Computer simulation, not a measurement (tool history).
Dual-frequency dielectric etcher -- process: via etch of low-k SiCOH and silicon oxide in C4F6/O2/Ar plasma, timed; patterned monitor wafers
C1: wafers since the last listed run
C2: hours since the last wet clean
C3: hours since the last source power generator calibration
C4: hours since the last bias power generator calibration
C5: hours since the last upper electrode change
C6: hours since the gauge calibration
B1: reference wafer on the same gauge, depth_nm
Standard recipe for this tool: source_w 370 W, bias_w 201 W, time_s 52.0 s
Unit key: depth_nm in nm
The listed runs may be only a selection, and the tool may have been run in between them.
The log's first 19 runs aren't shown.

run 20 hour=571.7 | source_w=290 bias_w=226 time_s=60.0 | C1=598 C2=249.4 C3=62.5 C4=52.2 C5=4837.8 C6=294.9 | B1=170.1 | depth_nm=182.4
run 21 hour=592.9 | source_w=420 bias_w=201 time_s=52.0 | C1=360 C2=270.6 C3=83.7 C4=73.4 C5=4859.0 C6=316.1 | B1=170.1 | depth_nm=171.7
-- hour=632.3 upper electrode replaced
run 22 hour=632.8 | source_w=400 bias_w=201 time_s=52.0 | C1=270 C2=310.5 C3=123.6 C4=113.3 C5=0.5 C6=356.0 | B1=170.2 | depth_nm=168.9
run 23 hour=637.1 | source_w=370 bias_w=218 time_s=52.0 | C1=73 C2=314.8 C3=127.9 C4=117.6 C5=4.8 C6=360.3 | B1=169.6 | depth_nm=168.4
-- hour=657.1 gauge calibrated
run 24 hour=659.4 | source_w=370 bias_w=201 time_s=52.0 | C1=379 C2=337.1 C3=150.2 C4=139.9 C5=27.1 C6=2.3 | B1=170.0 | depth_nm=165.5
run 25 hour=682.4 | source_w=430 bias_w=201 time_s=52.0 | C1=391 C2=360.1 C3=173.2 C4=162.9 C5=50.1 C6=25.3 | B1=169.9 | depth_nm=172.9
run 26 hour=698.0 | source_w=370 bias_w=201 time_s=42.5 | C1=265 C2=375.7 C3=188.8 C4=178.5 C5=65.7 C6=40.9 | B1=169.8 | depth_nm=135.3
run 27 hour=729.7 | source_w=370 bias_w=201 time_s=52.0 | C1=539 C2=407.4 C3=220.5 C4=210.2 C5=97.4 C6=72.6 | B1=169.8 | depth_nm=167.7
run 28 hour=759.7 | source_w=430 bias_w=223 time_s=48.0 | C1=510 C2=437.4 C3=250.5 C4=240.2 C5=127.4 C6=102.6 | B1=169.9 | depth_nm=164.1
run 29 hour=779.1 | source_w=410 bias_w=165 time_s=52.0 | C1=329 C2=456.8 C3=269.9 C4=259.6 C5=146.8 C6=122.0 | B1=170.1 | depth_nm=164.8
run 30 hour=811.4 | source_w=370 bias_w=201 time_s=52.0 | C1=549 C2=489.1 C3=302.2 C4=291.9 C5=179.1 C6=154.3 | B1=170.1 | depth_nm=169.3

Each row is a separate what-if for the run after 30, all from the same tool condition, not one after another. Results?
run A hour=811.8 | source_w=370 bias_w=201 time_s=52.0 | C1=6 C2=489.5 C3=302.6 C4=292.3 C5=179.5 C6=154.7 | B1=? | depth_nm=?
run B hour=811.8 | source_w=370 bias_w=201 time_s=57.5 | C1=6 C2=489.5 C3=302.6 C4=292.3 C5=179.5 C6=154.7 | B1=? | depth_nm=?
run C hour=811.8 | source_w=370 bias_w=201 time_s=63.0 | C1=6 C2=489.5 C3=302.6 C4=292.3 C5=179.5 C6=154.7 | B1=? | depth_nm=?
run D hour=811.8 | source_w=290 bias_w=201 time_s=52.0 | C1=6 C2=489.5 C3=302.6 C4=292.3 C5=179.5 C6=154.7 | B1=? | depth_nm=?

run=A B1=170.0 depth_nm=168.8
run=B B1=170.0 depth_nm=186.7
run=C B1=170.0 depth_nm=204.6
run=D B1=170.0 depth_nm=158.3
What these runs would have given with no unlogged condition in the tool:
run=A depth_nm=159.0
run=B depth_nm=175.8
run=C depth_nm=192.6
run=D depth_nm=149.0
